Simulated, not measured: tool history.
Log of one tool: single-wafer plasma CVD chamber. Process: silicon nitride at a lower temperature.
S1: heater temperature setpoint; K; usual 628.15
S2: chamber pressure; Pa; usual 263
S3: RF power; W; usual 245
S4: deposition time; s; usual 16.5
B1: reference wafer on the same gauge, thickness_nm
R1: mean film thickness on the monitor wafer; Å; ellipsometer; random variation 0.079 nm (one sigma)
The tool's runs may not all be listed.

run	hour	S1	S2	S3	S4	B1	R1
1	0.0	628.15	263	245	16.5	18.188	159.10
2	24.6	628.15	263	245	16.5	18.243	157.92
3	79.3	628.15	263	245	16.5	18.218	157.28
4	134.6	628.15	263	245	16.5	18.209	155.99
5	181.3	628.15	263	245	16.5	18.187	157.01
6	223.0	628.15	263	245	16.5	18.231	156.02
7	247.9	628.15	263	245	18.5	18.222	176.02
8	315.8	628.15	263	245	18.5	18.164	174.86
9	378.4	628.15	263	245	18.5	18.188	174.12
10	432.6	628.15	263	245	16.5	18.193	156.62
11	493.2	628.15	263	245	16.5	18.177	155.31
12	559.6	628.15	263	245	16.5	18.221	155.37
13	616.4	628.15	313	265	19.8	18.221	202.51
14	673.9	628.15	263	245	15.0	18.216	141.24
15	699.5	628.15	263	245	16.5	18.212	155.37
16	763.3	620.15	289	290	18.9	18.219	200.92
# hour 807.1: RF generator calibrated
17	823.7	628.15	263	245	16.5	18.204	161.20
18	862.3	628.15	263	245	16.5	18.196	160.78
# hour 905.3: showerhead replaced
19	909.8	628.15	233	270	16.5	18.204	167.27
20	958.0	641.15	208	245	16.5	18.174	151.56
# hour 996.1: gauge calibrated
21	1014.5	614.15	209	260	16.5	18.202	157.56

The next listed run, before its measurement:
# hour 1033.8: capacitance manometer re-zeroed and calibrated
# hour 1061.5: thermocouple changed; heater temperature recalibrated
22	1066.8	628.15	263	245	16.5	?	?

Run 22 gave B1 18.183, R1 159.30 Å.
Without the tool's hidden state the same run would have given R1 162.62 Å.
